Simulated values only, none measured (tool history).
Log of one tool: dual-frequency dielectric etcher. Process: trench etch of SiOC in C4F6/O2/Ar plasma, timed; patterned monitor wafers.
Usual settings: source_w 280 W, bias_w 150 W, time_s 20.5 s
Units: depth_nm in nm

run	hour	source_w	bias_w	time_s	read-back reference wafer on the same gauge, depth_nm	depth_nm
1	0	290	158	20.5	38.09	36.46
2	76.3	290	158	20.5	38.1	36.44
# hour 143: wet clean of the chamber
3	143.5	280	176	20.5	38.13	37.98
4	223.4	320	167	17.5	38.1	33.45
5	291.5	240	150	25	38.1	41.58
6	362.1	280	171	23	38.11	41.94
7	417	240	150	20.5	38.1	34.15
# hour 444.7: gauge calibrated
# hour 509.5: upper electrode replaced, of another model than before
8	510	280	150	20.5	38.12	35.87
9	556.1	280	127	20.5	38.09	35.1
10	644.9	280	150	20.5	38.1	36.05
# hour 708.3: bias power generator calibrated
11	734.8	320	167	17.5	38.05	33.47
12	794	310	170	23.5	38.08	44.24
13	849.2	280	124	20.5	38.07	34.56
# hour 909: wet clean of the chamber
14	942.3	340	150	20.5	38.09	40.69
15	1042.9	280	150	20.5	38.07	36.41

The next listed run, before its measurement:
16	1117.8	320	150	20.5	?	?

{"run 16": {"read-back reference wafer on the same gauge, depth_nm": 38.07, "depth_nm": 39.18}}
Without the tool's hidden state the same run would have given depth_nm 39.4 nm.
